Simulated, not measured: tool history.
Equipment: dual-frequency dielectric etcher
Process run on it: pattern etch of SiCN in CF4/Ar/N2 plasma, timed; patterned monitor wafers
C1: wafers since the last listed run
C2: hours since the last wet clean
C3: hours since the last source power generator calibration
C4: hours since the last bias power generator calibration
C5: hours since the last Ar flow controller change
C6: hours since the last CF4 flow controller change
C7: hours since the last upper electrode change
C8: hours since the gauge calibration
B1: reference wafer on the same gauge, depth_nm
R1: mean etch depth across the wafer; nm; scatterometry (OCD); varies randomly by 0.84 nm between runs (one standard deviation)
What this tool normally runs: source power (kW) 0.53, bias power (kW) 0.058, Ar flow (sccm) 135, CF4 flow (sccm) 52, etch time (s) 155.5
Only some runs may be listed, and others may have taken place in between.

Run 1, hour 0: usual settings; C1 0; C2 254.2; C3 3042.1; C4 1493.1; C5 2200.6; C6 2243.7; C7 3933.2; C8 432.1; B1 117.6. Result: R1 133.8 nm.
Run 2, hour 28.7: usual settings; C1 312; C2 282.9; C3 3070.8; C4 1521.8; C5 2229.3; C6 2272.4; C7 3961.9; C8 460.8; B1 117.2. Result: R1 134.3 nm.
Run 3, hour 87.6: usual settings; C1 641; C2 341.8; C3 3129.7; C4 1580.7; C5 2288.2; C6 2331.3; C7 4020.8; C8 519.7; B1 117.3. Result: R1 135.2 nm.
Run 4, hour 273.4: usual settings; C1 2022; C2 527.6; C3 3315.5; C4 1766.5; C5 2474; C6 2517.1; C7 4206.6; C8 705.5; B1 116.9. Result: R1 134.7 nm.
At hour 315.2: wet clean of the chamber.
Run 5, hour 342.4: usual settings; C1 489; C2 27.2; C3 3384.5; C4 1835.5; C5 2543; C6 2586.1; C7 4275.6; C8 774.5; B1 116.7. Result: R1 133.2 nm.
At hour 390.6: bias power generator calibrated.
At hour 433.2: upper electrode replaced.
Run 6, hour 433.7: usual settings but CF4 flow (sccm) 43; C1 688; C2 118.5; C3 3475.8; C4 43.1; C5 2634.3; C6 2677.4; C7 0.5; C8 865.8; B1 116.7. Result: R1 129.9 nm.
Run 7, hour 438.4: usual settings but CF4 flow (sccm) 43; C1 51; C2 123.2; C3 3480.5; C4 47.8; C5 2639; C6 2682.1; C7 5.2; C8 870.5; B1 116.6. Result: R1 129.1 nm.
Run 8, hour 462.9: usual settings; C1 266; C2 147.7; C3 3505; C4 72.3; C5 2663.5; C6 2706.6; C7 29.7; C8 895; B1 116.4. Result: R1 131.5 nm.
At hour 521.9: CF4 flow controller replaced.
Run 9, hour 533.3: usual settings but bias power (kW) 0.061; C1 700; C2 218.1; C3 3575.4; C4 142.7; C5 2733.9; C6 11.4; C7 100.1; C8 965.4; B1 116.2. Result: R1 135.3 nm.
Run 10, hour 599.3: usual settings but Ar flow (sccm) 108, CF4 flow (sccm) 40, etch time (s) 193.5; C1 718; C2 284.1; C3 3641.4; C4 208.7; C5 2799.9; C6 77.4; C7 166.1; C8 1031.4; B1 116.4. Result: R1 168.3 nm.
Run 11, hour 656.7: usual settings but bias power (kW) 0.064, CF4 flow (sccm) 65; C1 624; C2 341.5; C3 3698.8; C4 266.1; C5 2857.3; C6 134.8; C7 223.5; C8 1088.8; B1 116. Result: R1 143.7 nm.
At hour 696.1: Ar flow controller replaced.
Run 12, hour 728.2: usual settings but Ar flow (sccm) 169, CF4 flow (sccm) 44; C1 712; C2 413; C3 3770.3; C4 337.6; C5 32.1; C6 206.3; C7 295; C8 1160.3; B1 116.3. Result: R1 125.7 nm.
At hour 734.9: source power generator calibrated.
Run 13, hour 767.2: usual settings but bias power (kW) 0.044, Ar flow (sccm) 117, etch time (s) 190.5; C1 380; C2 452; C3 32.3; C4 376.6; C5 71.1; C6 245.3; C7 334; C8 1199.3; B1 116.1. Result: R1 150.8 nm.
Run 14, hour 836.4: usual settings but bias power (kW) 0.045, Ar flow (sccm) 151; C1 753; C2 521.2; C3 101.5; C4 445.8; C5 140.3; C6 314.5; C7 403.2; C8 1268.5; B1 116.2. Result: R1 116.3 nm.
Run 15, hour 863.8: usual settings but CF4 flow (sccm) 46; C1 298; C2 548.6; C3 128.9; C4 473.2; C5 167.7; C6 341.9; C7 430.6; C8 1295.9; B1 116.2. Result: R1 128.7 nm.
Run 16, hour 895.2: usual settings; C1 341; C2 580; C3 160.3; C4 504.6; C5 199.1; C6 373.3; C7 462; C8 1327.3; B1 116.3. Result: R1 132.2 nm.
At hour 955.3: wet clean of the chamber.
Run 17, hour 955.8: usual settings; C1 398; C2 0.5; C3 220.9; C4 565.2; C5 259.7; C6 433.9; C7 522.6; C8 1387.9; B1 116.5. Result: R1 131.8 nm.
At hour 986.9: gauge calibrated.
Run 18, hour 999.5: usual settings but Ar flow (sccm) 102; C1 475; C2 44.2; C3 264.6; C4 608.9; C5 303.4; C6 477.6; C7 566.3; C8 12.6; B1 120.3. Result: R1 145.8 nm.
Run 19, hour 1065.2: usual settings but source power (kW) 0.64, CF4 flow (sccm) 59; C1 715; C2 109.9; C3 330.3; C4 674.6; C5 369.1; C6 543.3; C7 632; C8 78.3; B1 119.7. Result: R1 158.1 nm.
Run 20, hour 1247.3: usual settings but source power (kW) 0.65, CF4 flow (sccm) 60, etch time (s) 135; C1 1982; C2 292; C3 512.4; C4 856.7; C5 551.2; C6 725.4; C7 814.1; C8 260.4; B1 118.7. Result: R1 137.5 nm.
Run 21, hour 1291.1: usual settings but source power (kW) 0.48, bias power (kW) 0.053, Ar flow (sccm) 147; C1 476; C2 335.8; C3 556.2; C4 900.5; C5 595; C6 769.2; C7 857.9; C8 304.2; B1 118.4. Result: R1 120.6 nm.

Had the tool no unlogged condition, and each run kept its random variation, what would the results have been?
Hidden conditions of the tool in this case: etch rate over this chamber's usual, %; source power that arrives over what is set, %; bias power that arrives over what is set, %; Ar flow that arrives over what is set, %; CF4 flow that arrives over what is set, %; gauge reads high (%).
run     R1
  1  136.7
  2  137.3
  3  138.4
  4  138.4
  5    137
  6  133.8
  7  132.9
  8  135.5
  9  139.4
 10  173.5
 11  148.2
 12  129.7
 13  155.7
 14  120.1
 15  132.9
 16  136.5
 17  136.2
 18  145.4
 19  158.4
 20  139.2
 21  122.3
